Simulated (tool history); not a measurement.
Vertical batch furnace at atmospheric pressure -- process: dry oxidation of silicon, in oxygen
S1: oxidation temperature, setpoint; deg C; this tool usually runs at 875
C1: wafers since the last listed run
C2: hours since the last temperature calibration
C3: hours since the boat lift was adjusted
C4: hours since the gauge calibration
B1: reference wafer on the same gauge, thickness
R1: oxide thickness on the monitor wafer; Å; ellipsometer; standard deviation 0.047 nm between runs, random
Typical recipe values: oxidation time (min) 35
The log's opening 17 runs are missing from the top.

run 18 hour=828.2 | S1=875 oxidation_time_(min)=35 | C1=1043 C2=2416.6 C3=3735.2 C4=1540.6 | B1=24.1 | R1=218.7
run 19 hour=878.3 | S1=875 oxidation_time_(min)=35 | C1=800 C2=2466.7 C3=3785.3 C4=1590.7 | B1=24.09 | R1=218.7
run 20 hour=924 | S1=863 oxidation_time_(min)=48.5 | C1=730 C2=2512.4 C3=3831 C4=1636.4 | B1=24.1 | R1=233.6
run 21 hour=959.4 | S1=859 oxidation_time_(min)=48 | C1=565 C2=2547.8 C3=3866.4 C4=1671.8 | B1=24.1 | R1=226
run 22 hour=988.6 | S1=875 oxidation_time_(min)=30.5 | C1=466 C2=2577 C3=3895.6 C4=1701 | B1=24.1 | R1=206
run 23 hour=1054.4 | S1=861 oxidation_time_(min)=41.5 | C1=1051 C2=2642.8 C3=3961.4 C4=1766.8 | B1=24.11 | R1=213.8
run 24 hour=1117.9 | S1=875 oxidation_time_(min)=35 | C1=1014 C2=2706.3 C3=4024.9 C4=1830.3 | B1=24.09 | R1=218.8
run 25 hour=1180.4 | S1=897 oxidation_time_(min)=21 | C1=998 C2=2768.8 C3=4087.4 C4=1892.8 | B1=24.11 | R1=202.4
run 26 hour=1226.3 | S1=875 oxidation_time_(min)=35 | C1=733 C2=2814.7 C3=4133.3 C4=1938.7 | B1=24.11 | R1=217.5
run 27 hour=1298.1 | S1=875 oxidation_time_(min)=41.5 | C1=1147 C2=2886.5 C3=4205.1 C4=2010.5 | B1=24.1 | R1=235.1
-- hour=1315 gauge calibrated
run 28 hour=1329.3 | S1=875 oxidation_time_(min)=35 | C1=498 C2=2917.7 C3=4236.3 C4=14.3 | B1=24.11 | R1=217.6
-- hour=1386.2 boat lift adjusted
run 29 hour=1392 | S1=875 oxidation_time_(min)=35 | C1=618 C2=2980.4 C3=5.8 C4=77 | B1=24.1 | R1=224.7
-- hour=1422.4 thermocouples replaced and temperature profile calibrated
run 30 hour=1422.9 | S1=893 oxidation_time_(min)=18 | C1=110 C2=0.5 C3=36.7 C4=107.9 | B1=24.11 | R1=188.2
run 31 hour=1490.6 | S1=854 oxidation_time_(min)=29 | C1=1081 C2=68.2 C3=104.4 C4=175.6 | B1=24.11 | R1=180
run 32 hour=1548.9 | S1=858 oxidation_time_(min)=17.5 | C1=931 C2=126.5 C3=162.7 C4=233.9 | B1=24.11 | R1=155.2
run 33 hour=1632.3 | S1=875 oxidation_time_(min)=35 | C1=1332 C2=209.9 C3=246.1 C4=317.3 | B1=24.11 | R1=221.9
run 34 hour=1660.7 | S1=875 oxidation_time_(min)=35 | C1=453 C2=238.3 C3=274.5 C4=345.7 | B1=24.12 | R1=222
run 35 hour=1698.8 | S1=854 oxidation_time_(min)=40.5 | C1=608 C2=276.4 C3=312.6 C4=383.8 | B1=24.09 | R1=206.1
run 36 hour=1742.8 | S1=853 oxidation_time_(min)=35 | C1=702 C2=320.4 C3=356.6 C4=427.8 | B1=24.1 | R1=192.2
run 37 hour=1778.8 | S1=854 oxidation_time_(min)=18 | C1=575 C2=356.4 C3=392.6 C4=463.8 | B1=24.1 | R1=153.7
run 38 hour=1832.6 | S1=875 oxidation_time_(min)=35 | C1=859 C2=410.2 C3=446.4 C4=517.6 | B1=24.09 | R1=222.9

Branching from run 38: 3 alternative next runs. What would each branch give?
run A hour=1837.6 | S1=875 oxidation_time_(min)=40.5 | C1=79 C2=415.2 C3=451.4 C4=522.6 | B1=? | R1=?
run B hour=1837.6 | S1=857 oxidation_time_(min)=30.5 | C1=79 C2=415.2 C3=451.4 C4=522.6 | B1=? | R1=?
run C hour=1837.6 | S1=894 oxidation_time_(min)=40.5 | C1=79 C2=415.2 C3=451.4 C4=522.6 | B1=? | R1=?

run=A B1=24.1 R1=238.9
run=B B1=24.1 R1=187.8
run=C B1=24.1 R1=274.4
With no hidden state in the tool, these same runs would have given:
run=A R1=236.5
run=B R1=186.3
run=C R1=271.5
